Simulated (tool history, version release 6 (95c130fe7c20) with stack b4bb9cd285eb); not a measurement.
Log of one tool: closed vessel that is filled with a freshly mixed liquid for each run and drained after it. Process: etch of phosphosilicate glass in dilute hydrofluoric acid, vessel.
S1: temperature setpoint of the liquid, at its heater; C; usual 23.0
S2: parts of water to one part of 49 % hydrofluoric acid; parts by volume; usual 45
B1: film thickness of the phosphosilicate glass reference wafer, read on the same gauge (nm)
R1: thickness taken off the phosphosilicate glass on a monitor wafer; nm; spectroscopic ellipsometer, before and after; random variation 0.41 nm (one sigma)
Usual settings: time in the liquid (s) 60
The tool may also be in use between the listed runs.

{"run": 1, "hour": 0.0, "S1": 23.0, "S2": 45, "time in the liquid (s)": 60, "B1": 140.0, "R1": 89.54}
{"run": 2, "hour": 177.6, "S1": 23.0, "S2": 45, "time in the liquid (s)": 60, "B1": 139.99, "R1": 89.84}
{"run": 3, "hour": 219.6, "S1": 25.0, "S2": 45, "time in the liquid (s)": 60, "B1": 139.98, "R1": 97.3}
{"run": 4, "hour": 290.3, "S1": 25.0, "S2": 45, "time in the liquid (s)": 60, "B1": 139.98, "R1": 97.28}
{"run": 5, "hour": 376.8, "S1": 23.0, "S2": 45, "time in the liquid (s)": 60, "B1": 139.98, "R1": 89.75}
{"hour": 412.6, "done": "hydrofluoric acid flow meter replaced"}
{"run": 6, "hour": 471.8, "S1": 23.0, "S2": 45, "time in the liquid (s)": 60, "B1": 140.0, "R1": 84.3}
{"run": 7, "hour": 785.4, "S1": 23.0, "S2": 45, "time in the liquid (s)": 60, "B1": 139.96, "R1": 84.69}
{"run": 8, "hour": 836.0, "S1": 23.0, "S2": 45, "time in the liquid (s)": 60, "B1": 139.99, "R1": 85.95}
{"run": 9, "hour": 894.3, "S1": 23.0, "S2": 45, "time in the liquid (s)": 60, "B1": 139.98, "R1": 86.25}
{"run": 10, "hour": 953.4, "S1": 23.0, "S2": 45, "time in the liquid (s)": 60, "B1": 139.96, "R1": 85.4}
{"run": 11, "hour": 1050.0, "S1": 23.0, "S2": 45, "time in the liquid (s)": 60, "B1": 140.02, "R1": 85.79}
{"run": 12, "hour": 1086.8, "S1": 23.0, "S2": 45, "time in the liquid (s)": 60, "B1": 140.01, "R1": 85.16}
{"run": 13, "hour": 1124.7, "S1": 20.0, "S2": 50, "time in the liquid (s)": 60, "B1": 139.99, "R1": 67.37}
{"run": 14, "hour": 1189.8, "S1": 23.0, "S2": 45, "time in the liquid (s)": 60, "B1": 140.01, "R1": 85.77}
{"run": 15, "hour": 1231.0, "S1": 24.5, "S2": 40, "time in the liquid (s)": 70, "B1": 140.0, "R1": 121.3}
{"run": 16, "hour": 1319.9, "S1": 26.5, "S2": 45, "time in the liquid (s)": 45, "B1": 140.0, "R1": 74.93}
{"hour": 1340.5, "done": "thermometer replaced"}
{"run": 17, "hour": 1381.7, "S1": 19.0, "S2": 45, "time in the liquid (s)": 60, "B1": 140.02, "R1": 76.45}
{"run": 18, "hour": 1466.0, "S1": 24.5, "S2": 35, "time in the liquid (s)": 60, "B1": 140.04, "R1": 126.66}
{"hour": 1480.3, "done": "gauge calibrated"}
{"run": 19, "hour": 1567.6, "S1": 20.0, "S2": 55, "time in the liquid (s)": 60, "B1": 139.99, "R1": 65.67}
{"hour": 1609.7, "done": "hydrofluoric acid flow meter replaced"}
{"run": 20, "hour": 1659.5, "S1": 23.0, "S2": 45, "time in the liquid (s)": 60, "B1": 139.95, "R1": 87.42}
{"run": 21, "hour": 1742.3, "S1": 23.0, "S2": 45, "time in the liquid (s)": 60, "B1": 140.03, "R1": 87.4}
{"run": 22, "hour": 1848.9, "S1": 23.0, "S2": 45, "time in the liquid (s)": 60, "B1": 140.01, "R1": 88.23}
{"run": 23, "hour": 1885.1, "S1": 25.0, "S2": 45, "time in the liquid (s)": 60, "B1": 140.05, "R1": 95.28}
{"run": 24, "hour": 1939.1, "S1": 23.0, "S2": 30, "time in the liquid (s)": 60, "B1": 140.03, "R1": 133.63}
{"run": 25, "hour": 1979.6, "S1": 23.0, "S2": 65, "time in the liquid (s)": 60, "B1": 139.96, "R1": 58.82}
{"run": 26, "hour": 2036.0, "S1": 18.5, "S2": 50, "time in the liquid (s)": 60, "B1": 139.97, "R1": 64.7}

What the log doesn't show, run by run:
gauge reads high (%): 0 in every run
H1: liquid colder than its thermometer reads (K)
H2: hydrofluoric acid flow above the setpoint (%)
run=1 H1=0.541 H2=4.2
run=2 H1=0.662 H2=4.96
run=3 H1=0.691 H2=5.14
run=4 H1=0.74 H2=5.44
run=5 H1=0.799 H2=5.81
run=6 H1=0.864 H2=0.41
run=7 H1=1.08 H2=1.75
run=8 H1=1.11 H2=1.96
run=9 H1=1.15 H2=2.21
run=10 H1=1.19 H2=2.46
run=11 H1=1.26 H2=2.88
run=12 H1=1.29 H2=3.03
run=13 H1=1.31 H2=3.2
run=14 H1=1.36 H2=3.47
run=15 H1=1.38 H2=3.65
run=16 H1=1.44 H2=4.03
run=17 H1=0.0936 H2=4.29
run=18 H1=0.151 H2=4.65
run=19 H1=0.221 H2=5.08
run=20 H1=0.284 H2=0.587
run=21 H1=0.341 H2=0.94
run=22 H1=0.414 H2=1.4
run=23 H1=0.438 H2=1.55
run=24 H1=0.475 H2=1.78
run=25 H1=0.503 H2=1.95
run=26 H1=0.542 H2=2.19
